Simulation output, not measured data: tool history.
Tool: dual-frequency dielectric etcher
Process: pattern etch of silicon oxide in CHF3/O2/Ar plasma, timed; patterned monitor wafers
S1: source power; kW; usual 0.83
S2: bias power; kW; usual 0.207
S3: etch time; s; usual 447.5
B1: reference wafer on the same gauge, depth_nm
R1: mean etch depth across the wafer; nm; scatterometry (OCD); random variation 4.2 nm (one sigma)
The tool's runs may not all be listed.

Run 1, hour 0: usual settings; B1 909.7. Result: R1 986.6 nm.
Run 2, hour 84: usual settings; B1 909.6. Result: R1 988.9 nm.
Run 3, hour 172.5: usual settings; B1 911.2. Result: R1 980.7 nm.
At hour 186.8: bias power generator calibrated.
Run 4, hour 230.7: usual settings; B1 909.1. Result: R1 987.6 nm.
At hour 279.2: wet clean of the chamber.
Run 5, hour 279.7: usual settings; B1 910. Result: R1 986.8 nm.
At hour 325.2: upper electrode replaced.
Run 6, hour 325.7: usual settings; B1 909.3. Result: R1 984.3 nm.
Run 7, hour 387.2: usual settings but S3 553.5 s; B1 908.6. Result: R1 1211.4 nm.
Run 8, hour 474.2: usual settings but S3 347 s; B1 911.2. Result: R1 765.4 nm.
At hour 512.8: gauge calibrated.
Run 9, hour 513.3: usual settings but S3 553.5 s; B1 911.2. Result: R1 1210.5 nm.
Run 10, hour 590.7: usual settings but S1 0.67 kW, S2 0.173 kW, S3 387.5 s; B1 910.4. Result: R1 733.6 nm.
Run 11, hour 682.2: usual settings; B1 910.7. Result: R1 979.9 nm.
Run 12, hour 759: usual settings but S1 0.64 kW, S2 0.189 kW, S3 518 s; B1 911.1. Result: R1 974.1 nm.
Run 13, hour 831.1: usual settings; B1 910.4. Result: R1 976.8 nm.
Run 14, hour 885.5: usual settings but S2 0.173 kW, S3 560.5 s; B1 910.1. Result: R1 1181.3 nm.
At hour 950.7: wet clean of the chamber.
Run 15, hour 985.2: usual settings but S1 0.71 kW, S2 0.243 kW, S3 406.5 s; B1 911.4. Result: R1 845.6 nm.
Run 16, hour 1059.7: usual settings but S1 1.04 kW, S2 0.192 kW, S3 386 s; B1 909.3. Result: R1 926.3 nm.
Run 17, hour 1122.7: usual settings; B1 910.2. Result: R1 966.6 nm.
Run 18, hour 1170.8: usual settings but S1 0.95 kW, S2 0.186 kW, S3 339 s; B1 909.9. Result: R1 768.2 nm.
Run 19, hour 1233: usual settings but S2 0.251 kW, S3 321 s; B1 909.6. Result: R1 724.6 nm.
At hour 1308.9: source power generator calibrated.
Run 20, hour 1423.6: usual settings but S2 0.161 kW, S3 570 s; B1 910.2. Result: R1 1198.1 nm.
Run 21, hour 1513.1: usual settings; B1 908.5. Result: R1 993.3 nm.
At hour 1538.1: wet clean of the chamber.
Run 22, hour 1614.6: usual settings but S1 0.69 kW, S2 0.167 kW, S3 355.5 s; B1 910.9. Result: R1 680.5 nm.
Run 23, hour 1690.4: usual settings but S1 0.99 kW, S2 0.22 kW; B1 910.9. Result: R1 1096.5 nm.
Run 24, hour 1771: usual settings but S3 327 s; B1 911.2. Result: R1 721.7 nm.
Run 25, hour 1811.7: usual settings but S3 354.5 s; B1 909.8. Result: R1 781.1 nm.
Run 26, hour 1873.3: usual settings but S1 0.68 kW; B1 910.7. Result: R1 889 nm.
Run 27, hour 1954.7: usual settings but S1 0.91 kW, S2 0.183 kW, S3 559 s; B1 909.8. Result: R1 1264.9 nm.

Run 28 comes next. What will it give?
Run 28, hour 2005.6: usual settings; B1 ?. Result: R1 ?.

B1: 910.7
R1: 984.9 nm
Without the tool's hidden state the same run would have given R1 988.5 nm.

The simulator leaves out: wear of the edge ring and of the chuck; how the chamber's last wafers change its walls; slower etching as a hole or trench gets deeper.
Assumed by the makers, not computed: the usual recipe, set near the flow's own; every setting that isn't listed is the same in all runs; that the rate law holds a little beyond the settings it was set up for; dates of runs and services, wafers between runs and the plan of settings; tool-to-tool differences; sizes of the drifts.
